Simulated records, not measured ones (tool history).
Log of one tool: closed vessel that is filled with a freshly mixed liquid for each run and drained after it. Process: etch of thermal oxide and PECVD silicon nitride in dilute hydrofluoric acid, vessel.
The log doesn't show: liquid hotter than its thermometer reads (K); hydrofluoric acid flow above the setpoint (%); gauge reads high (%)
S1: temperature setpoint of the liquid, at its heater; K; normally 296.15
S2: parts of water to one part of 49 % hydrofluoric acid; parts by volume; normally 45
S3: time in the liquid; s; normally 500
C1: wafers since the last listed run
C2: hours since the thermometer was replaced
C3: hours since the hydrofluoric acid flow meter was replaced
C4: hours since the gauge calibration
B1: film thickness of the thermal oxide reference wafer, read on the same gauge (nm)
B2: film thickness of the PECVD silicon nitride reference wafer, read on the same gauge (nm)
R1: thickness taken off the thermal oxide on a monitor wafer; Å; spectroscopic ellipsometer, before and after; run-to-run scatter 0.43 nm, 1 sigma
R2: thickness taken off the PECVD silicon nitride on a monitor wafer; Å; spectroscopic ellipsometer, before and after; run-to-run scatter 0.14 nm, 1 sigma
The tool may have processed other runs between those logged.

run	hour	S1	S2	S3	C1	C2	C3	C4	B1	B2	R1	R2
1	0.0	296.15	50	500	0	989.4	2180.8	767.5	140.00	90.00	490.3	359.0
2	34.5	296.15	45	725	1949	1023.9	2215.3	802.0	140.00	89.97	795.2	574.5
3	69.2	293.65	45	500	1960	1058.6	2250.0	836.7	140.00	90.03	494.9	335.2
4	83.9	296.15	45	270	830	1073.3	2264.7	851.4	140.00	89.99	296.1	214.3
5	119.2	292.65	45	700	1994	1108.6	2300.0	886.7	139.99	90.00	663.8	435.5
6	134.4	292.65	45	700	858	1123.8	2315.2	901.9	140.00	89.99	662.9	436.8
7	166.0	292.65	45	700	1785	1155.4	2346.8	933.5	139.99	90.02	672.8	436.3
# hour 172.7: hydrofluoric acid flow meter replaced
8	179.7	296.15	45	500	717	1169.1	7.0	947.2	139.98	90.01	556.2	397.4
9	198.4	296.15	45	500	1056	1187.8	25.7	965.9	139.98	89.97	545.6	395.0
10	233.8	298.15	65	300	1999	1223.2	61.1	1001.3	140.00	89.99	243.3	190.5
11	334.9	299.65	35	390	5711	1324.3	162.2	1102.4	140.00	89.95	650.5	499.7
12	367.5	296.15	60	500	1841	1356.9	194.8	1135.0	140.00	90.03	410.4	301.4
13	399.4	292.15	35	245	1802	1388.8	226.7	1166.9	139.99	90.00	297.1	188.1
14	413.7	300.65	25	665	807	1403.1	241.0	1181.2	139.99	89.97	1646.2	1261.2
15	430.7	298.65	45	500	960	1420.1	258.0	1198.2	140.00	89.99	610.8	472.0
16	459.5	296.15	45	500	1627	1448.9	286.8	1227.0	140.01	89.98	557.9	398.3
17	480.5	296.15	45	500	1186	1469.9	307.8	1248.0	140.00	89.96	547.6	395.1
18	496.1	296.15	55	500	881	1485.5	323.4	1263.6	140.01	90.01	447.1	327.5
19	545.3	296.15	45	500	2779	1534.7	372.6	1312.8	139.97	89.98	554.7	396.2
# hour 569.9: thermometer replaced
# hour 577.8: gauge calibrated
20	580.1	292.65	45	500	1909	10.2	407.4	2.3	140.00	90.01	475.7	311.6
21	681.4	296.15	30	500	5722	111.5	508.7	103.6	140.00	89.99	837.3	588.4
22	711.6	296.15	45	500	1706	141.7	538.9	133.8	139.99	90.01	549.3	397.7
23	730.4	298.65	60	380	1062	160.5	557.7	152.6	140.00	90.03	340.3	268.9
24	742.8	296.15	45	500	700	172.9	570.1	165.0	139.98	89.99	548.9	396.2
25	760.8	296.15	45	500	1016	190.9	588.1	183.0	140.02	89.97	545.5	399.0
26	782.0	296.15	40	705	1197	212.1	609.3	204.2	140.00	90.03	884.3	628.6
27	794.9	299.65	45	500	728	225.0	622.2	217.1	140.00	90.00	643.3	503.5

Run-by-run hidden state of the tool:
liquid hotter than its thermometer reads (K): 0, the same for each run
hydrofluoric acid flow above the setpoint (%): 0, the same for each run
gauge reads high (%): 0, the same for each run
